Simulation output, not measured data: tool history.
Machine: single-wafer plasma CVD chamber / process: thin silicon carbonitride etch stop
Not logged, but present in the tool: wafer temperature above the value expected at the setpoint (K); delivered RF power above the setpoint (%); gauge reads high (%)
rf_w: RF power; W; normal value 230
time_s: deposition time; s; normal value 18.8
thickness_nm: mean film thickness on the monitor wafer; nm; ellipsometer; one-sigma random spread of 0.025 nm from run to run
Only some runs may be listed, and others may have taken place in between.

run	hour	rf_w	time_s	wafers since the last listed run	hours since the last thermocouple change	hours since the last RF generator calibration	hours since the showerhead was replaced	hours since the gauge calibration	read-back reference wafer on the same gauge, thickness_nm	thickness_nm
1	0.0	230	18.8	0	1758.1	693.2	3036.9	322.3	10.359	10.325
2	22.2	250	18.8	389	1780.3	715.4	3059.1	344.5	10.366	10.567
3	48.4	250	18.8	459	1806.5	741.6	3085.3	370.7	10.368	10.603
4	69.5	230	18.8	370	1827.6	762.7	3106.4	391.8	10.374	10.326
5	95.2	230	18.8	451	1853.3	788.4	3132.1	417.5	10.383	10.338
6	129.9	230	18.8	609	1888.0	823.1	3166.8	452.2	10.391	10.338
7	148.3	245	18.8	323	1906.4	841.5	3185.2	470.6	10.399	10.523
8	168.4	240	15.9	352	1926.5	861.6	3205.3	490.7	10.405	8.868
9	188.6	230	18.8	354	1946.7	881.8	3225.5	510.9	10.404	10.377
# hour 203.8: showerhead replaced
10	204.3	230	18.8	135	1962.4	897.5	0.5	526.6	10.411	10.363
11	215.8	230	21.3	201	1973.9	909.0	12.0	538.1	10.413	11.710
# hour 239.1: thermocouple changed; heater temperature recalibrated
# hour 312.9: RF generator calibrated
12	322.5	220	18.8	1592	83.4	9.6	118.7	644.8	10.443	10.230
13	342.8	195	16.0	356	103.7	29.9	139.0	665.1	10.445	8.370
14	375.9	210	20.7	581	136.8	63.0	172.1	698.2	10.454	11.106
15	391.7	195	17.1	277	152.6	78.8	187.9	714.0	10.459	8.951
16	406.5	230	18.8	259	167.4	93.6	202.7	728.8	10.462	10.424
17	431.2	230	18.8	433	192.1	118.3	227.4	753.5	10.469	10.462
18	451.7	230	18.8	359	212.6	138.8	247.9	774.0	10.481	10.420
19	469.0	230	18.8	303	229.9	156.1	265.2	791.3	10.481	10.457
20	491.9	190	15.3	402	252.8	179.0	288.1	814.2	10.485	7.975
21	508.3	230	18.8	287	269.2	195.4	304.5	830.6	10.491	10.379
22	542.8	230	18.8	605	303.7	229.9	339.0	865.1	10.494	10.450
23	564.3	195	21.3	377	325.2	251.4	360.5	886.6	10.504	11.206
24	588.7	275	18.8	428	349.6	275.8	384.9	911.0	10.511	11.090
# hour 605.8: gauge calibrated
25	611.9	230	21.7	407	372.8	299.0	408.1	6.1	10.281	11.835
26	634.3	230	16.6	393	395.2	321.4	430.5	28.5	10.283	9.045
27	688.5	230	18.8	951	449.4	375.6	484.7	82.7	10.302	10.300
28	705.8	260	17.6	303	466.7	392.9	502.0	100.0	10.302	9.992
29	732.0	230	21.9	459	492.9	419.1	528.2	126.2	10.313	11.921
30	766.5	265	18.8	605	527.4	453.6	562.7	160.7	10.320	10.716
31	804.5	215	18.8	667	565.4	491.6	600.7	198.7	10.333	10.063
32	838.0	205	18.8	588	598.9	525.1	634.2	232.2	10.337	9.885
33	856.4	205	18.8	323	617.3	543.5	652.6	250.6	10.343	9.888
34	868.8	230	18.8	217	629.7	555.9	665.0	263.0	10.347	10.262
35	884.0	245	20.2	266	644.9	571.1	680.2	278.2	10.353	11.312

Predict each of these 4 candidate next runs independently; none follows another, all start after run 35:
A	884.4	230	18.8	7	645.3	571.5	680.6	278.6	?	?
B	884.4	230	21.1	7	645.3	571.5	680.6	278.6	?	?
C	884.4	260	18.8	7	645.3	571.5	680.6	278.6	?	?
D	884.4	210	22.2	7	645.3	571.5	680.6	278.6	?	?

run	read-back reference wafer on the same gauge, thickness_nm	thickness_nm
A	10.349	10.281
B	10.349	11.538
C	10.349	10.685
D	10.349	11.795
Take away the tool's hidden state, keep each run's random variation, and the runs would have read:
run	thickness_nm
A	10.229
B	11.481
C	10.632
D	11.736
